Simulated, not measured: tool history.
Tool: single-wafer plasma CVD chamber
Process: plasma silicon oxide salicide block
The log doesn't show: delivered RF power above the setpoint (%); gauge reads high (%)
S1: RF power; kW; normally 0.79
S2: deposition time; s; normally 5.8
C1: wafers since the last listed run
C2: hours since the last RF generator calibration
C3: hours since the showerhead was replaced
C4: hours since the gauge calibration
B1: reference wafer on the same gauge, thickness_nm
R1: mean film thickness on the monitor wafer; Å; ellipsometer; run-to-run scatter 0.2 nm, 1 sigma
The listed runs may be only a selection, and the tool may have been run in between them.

{"run": 1, "day": 0.0, "S1": 0.79, "S2": 5.8, "C1": 0, "C2": 445.4, "C3": 1322.3, "C4": 267, "B1": 59.694, "R1": 625.11}
{"run": 2, "day": 2.967, "S1": 0.79, "S2": 6.59, "C1": 2317, "C2": 516.6, "C3": 1393.5, "C4": 338.2, "B1": 59.71, "R1": 711.66}
{"run": 3, "day": 5.525, "S1": 0.79, "S2": 5.8, "C1": 1998, "C2": 578, "C3": 1454.9, "C4": 399.6, "B1": 59.727, "R1": 627.41}
{"run": 4, "day": 8.275, "S1": 0.79, "S2": 5.8, "C1": 2148, "C2": 644, "C3": 1520.9, "C4": 465.6, "B1": 59.71, "R1": 626.34}
{"run": 5, "day": 11.188, "S1": 0.79, "S2": 5.8, "C1": 2275, "C2": 713.9, "C3": 1590.8, "C4": 535.5, "B1": 59.716, "R1": 623.93}
{"run": 6, "day": 12.871, "S1": 0.79, "S2": 5.8, "C1": 1315, "C2": 754.3, "C3": 1631.2, "C4": 575.9, "B1": 59.711, "R1": 620.47}
{"run": 7, "day": 15.033, "S1": 0.79, "S2": 6.62, "C1": 1689, "C2": 806.2, "C3": 1683.1, "C4": 627.8, "B1": 59.752, "R1": 713.6}
{"run": 8, "day": 17.879, "S1": 0.79, "S2": 5.18, "C1": 2223, "C2": 874.5, "C3": 1751.4, "C4": 696.1, "B1": 59.66, "R1": 553.99}
{"run": 9, "day": 20.708, "S1": 0.79, "S2": 5.18, "C1": 2210, "C2": 942.4, "C3": 1819.3, "C4": 764, "B1": 59.738, "R1": 556.14}
{"run": 10, "day": 22.342, "S1": 0.79, "S2": 5.8, "C1": 1276, "C2": 981.6, "C3": 1858.5, "C4": 803.2, "B1": 59.668, "R1": 618.29}
{"run": 11, "day": 24.212, "S1": 0.79, "S2": 5.8, "C1": 1461, "C2": 1026.5, "C3": 1903.4, "C4": 848.1, "B1": 59.693, "R1": 616.28}
{"run": 12, "day": 25.95, "S1": 0.79, "S2": 5.8, "C1": 1357, "C2": 1068.2, "C3": 1945.1, "C4": 889.8, "B1": 59.681, "R1": 618.88}
{"day": 27.388, "done": "RF generator calibrated"}
{"run": 13, "day": 27.4, "S1": 0.79, "S2": 5.8, "C1": 872, "C2": 0.3, "C3": 1979.9, "C4": 924.6, "B1": 59.664, "R1": 606.02}
{"run": 14, "day": 28.796, "S1": 0.79, "S2": 5.8, "C1": 1090, "C2": 33.8, "C3": 2013.4, "C4": 958.1, "B1": 59.72, "R1": 608.9}
{"run": 15, "day": 30.025, "S1": 0.73, "S2": 5.8, "C1": 960, "C2": 63.3, "C3": 2042.9, "C4": 987.6, "B1": 59.739, "R1": 588.72}
{"run": 16, "day": 31.629, "S1": 0.73, "S2": 5.8, "C1": 1253, "C2": 101.8, "C3": 2081.4, "C4": 1026.1, "B1": 59.708, "R1": 590.56}
{"run": 17, "day": 32.958, "S1": 0.79, "S2": 5.8, "C1": 1038, "C2": 133.7, "C3": 2113.3, "C4": 1058, "B1": 59.726, "R1": 607.55}
{"run": 18, "day": 35.696, "S1": 0.79, "S2": 5.8, "C1": 2138, "C2": 199.4, "C3": 2179, "C4": 1123.7, "B1": 59.676, "R1": 606.14}
{"run": 19, "day": 38.638, "S1": 0.79, "S2": 5.8, "C1": 2298, "C2": 270, "C3": 2249.6, "C4": 1194.3, "B1": 59.69, "R1": 607.21}
{"run": 20, "day": 40.65, "S1": 0.79, "S2": 5.8, "C1": 1572, "C2": 318.3, "C3": 2297.9, "C4": 1242.6, "B1": 59.742, "R1": 606.12}
{"run": 21, "day": 43.596, "S1": 0.79, "S2": 4.98, "C1": 2301, "C2": 389, "C3": 2368.6, "C4": 1313.3, "B1": 59.722, "R1": 519.82}
{"day": 44.183, "done": "RF generator calibrated, repeated, since the last time left the tool worse"}
{"run": 22, "day": 45.888, "S1": 0.79, "S2": 6.4, "C1": 1530, "C2": 40.9, "C3": 2423.6, "C4": 1368.3, "B1": 59.685, "R1": 691.89}
{"day": 46.838, "done": "gauge calibrated"}
{"run": 23, "day": 48.85, "S1": 0.79, "S2": 5.8, "C1": 2314, "C2": 112, "C3": 2494.7, "C4": 48.3, "B1": 59.683, "R1": 628.64}
{"run": 24, "day": 50.325, "S1": 0.79, "S2": 5.8, "C1": 1152, "C2": 147.4, "C3": 2530.1, "C4": 83.7, "B1": 59.728, "R1": 630.06}
{"run": 25, "day": 51.829, "S1": 0.88, "S2": 6.51, "C1": 1175, "C2": 183.5, "C3": 2566.2, "C4": 119.8, "B1": 59.681, "R1": 734.6}
{"run": 26, "day": 53.254, "S1": 0.79, "S2": 5.8, "C1": 1113, "C2": 217.7, "C3": 2600.4, "C4": 154, "B1": 59.698, "R1": 628.2}
{"run": 27, "day": 55.129, "S1": 0.79, "S2": 5.8, "C1": 1464, "C2": 262.7, "C3": 2645.4, "C4": 199, "B1": 59.722, "R1": 627.75}
{"run": 28, "day": 56.4, "S1": 0.655, "S2": 5.38, "C1": 992, "C2": 293.2, "C3": 2675.9, "C4": 229.5, "B1": 59.682, "R1": 545.58}
{"run": 29, "day": 58.092, "S1": 0.7, "S2": 5.13, "C1": 1321, "C2": 333.8, "C3": 2716.5, "C4": 270.1, "B1": 59.714, "R1": 529.59}
{"run": 30, "day": 59.267, "S1": 0.79, "S2": 5.8, "C1": 918, "C2": 362, "C3": 2744.7, "C4": 298.3, "B1": 59.685, "R1": 627.2}
{"run": 31, "day": 62.067, "S1": 0.665, "S2": 4.92, "C1": 2187, "C2": 429.2, "C3": 2811.9, "C4": 365.5, "B1": 59.712, "R1": 498.67}
{"day": 62.692, "done": "showerhead replaced"}
{"run": 32, "day": 64.233, "S1": 0.905, "S2": 6.63, "C1": 1432, "C2": 481.2, "C3": 37, "C4": 417.5, "B1": 59.701, "R1": 747.97}
{"run": 33, "day": 65.546, "S1": 0.705, "S2": 5.32, "C1": 1025, "C2": 512.7, "C3": 68.5, "C4": 449, "B1": 59.658, "R1": 551.64}
{"run": 34, "day": 67.125, "S1": 0.79, "S2": 5.8, "C1": 1233, "C2": 550.6, "C3": 106.4, "C4": 486.9, "B1": 59.674, "R1": 624.1}
{"run": 35, "day": 69.971, "S1": 0.65, "S2": 5.28, "C1": 2223, "C2": 618.9, "C3": 174.7, "C4": 555.2, "B1": 59.694, "R1": 527.8}
{"run": 36, "day": 71.679, "S1": 0.94, "S2": 6.94, "C1": 1334, "C2": 659.9, "C3": 215.7, "C4": 596.2, "B1": 59.698, "R1": 796.61}

Predict the results of run 37:
{"run": 37, "day": 72.725, "S1": 0.695, "S2": 5.23, "C1": 817, "C2": 685, "C3": 240.8, "C4": 621.3, "B1": "?", "R1": "?"}

Run 37 came out at B1 59.68, R1 537.95 Å.
The same run, on a tool lacking any hidden state, would have yielded R1 543.22 Å.

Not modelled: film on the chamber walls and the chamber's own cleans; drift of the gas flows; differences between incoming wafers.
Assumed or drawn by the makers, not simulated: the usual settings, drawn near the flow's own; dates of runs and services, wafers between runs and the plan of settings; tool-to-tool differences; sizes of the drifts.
